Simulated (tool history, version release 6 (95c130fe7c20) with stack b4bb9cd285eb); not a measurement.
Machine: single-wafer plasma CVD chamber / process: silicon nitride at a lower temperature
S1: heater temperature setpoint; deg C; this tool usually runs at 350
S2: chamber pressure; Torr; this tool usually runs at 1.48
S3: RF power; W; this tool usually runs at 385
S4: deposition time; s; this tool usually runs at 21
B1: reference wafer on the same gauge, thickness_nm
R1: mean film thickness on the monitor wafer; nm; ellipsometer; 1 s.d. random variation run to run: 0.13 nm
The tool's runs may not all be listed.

run 1 hour=0 | S1=350 S2=1.48 S3=385 S4=21 | B1=24.798 | R1=27.812
run 2 hour=20.2 | S1=350 S2=1.48 S3=385 S4=21 | B1=24.839 | R1=27.775
run 3 hour=41.1 | S1=350 S2=1.48 S3=385 S4=21 | B1=24.886 | R1=27.857
run 4 hour=64.7 | S1=350 S2=1.48 S3=385 S4=21 | B1=24.883 | R1=27.989
run 5 hour=170.3 | S1=350 S2=1.48 S3=385 S4=21 | B1=24.961 | R1=27.78
run 6 hour=201.1 | S1=350 S2=1.48 S3=385 S4=21 | B1=25.009 | R1=27.956
run 7 hour=265.6 | S1=350 S2=1.48 S3=385 S4=21 | B1=25.013 | R1=28.026
run 8 hour=284.8 | S1=361 S2=1.13 S3=415 S4=23.7 | B1=25.024 | R1=30.014
-- hour=319.3 showerhead replaced
run 9 hour=319.8 | S1=350 S2=1.71 S3=385 S4=21 | B1=25.035 | R1=29.415
-- hour=351.4 RF generator calibrated
-- hour=356.9 thermocouple changed; heater temperature recalibrated
-- hour=363.8 capacitance manometer re-zeroed and calibrated
run 10 hour=364.3 | S1=350 S2=1.48 S3=385 S4=21 | B1=25.019 | R1=28.068
-- hour=384.2 gauge calibrated
run 11 hour=387.4 | S1=342 S2=1.48 S3=450 S4=18.7 | B1=24.433 | R1=27.205
run 12 hour=413.2 | S1=350 S2=1.48 S3=410 S4=24 | B1=24.54 | R1=32.84
run 13 hour=435.8 | S1=350 S2=1.48 S3=385 S4=21 | B1=24.622 | R1=27.413
run 14 hour=456.9 | S1=350 S2=1.81 S3=385 S4=24.4 | B1=24.58 | R1=33.939
run 15 hour=483.6 | S1=344 S2=1.48 S3=345 S4=17.5 | B1=24.716 | R1=21.045

The tool's hidden state at each run:
wafer temperature above the value expected at the setpoint (K): 0 at every run
delivered RF power above the setpoint (%): 0 at every run
true pressure above the setpoint (%): 0 at every run
H1: gauge reads high (%)
run=1 H1=1.28
run=2 H1=1.4
run=3 H1=1.51
run=4 H1=1.61
run=5 H1=1.96
run=6 H1=2.02
run=7 H1=2.13
run=8 H1=2.16
run=9 H1=2.2
run=10 H1=2.24
run=11 H1=-0.161
run=12 H1=0.137
run=13 H1=0.365
run=14 H1=0.552
run=15 H1=0.76
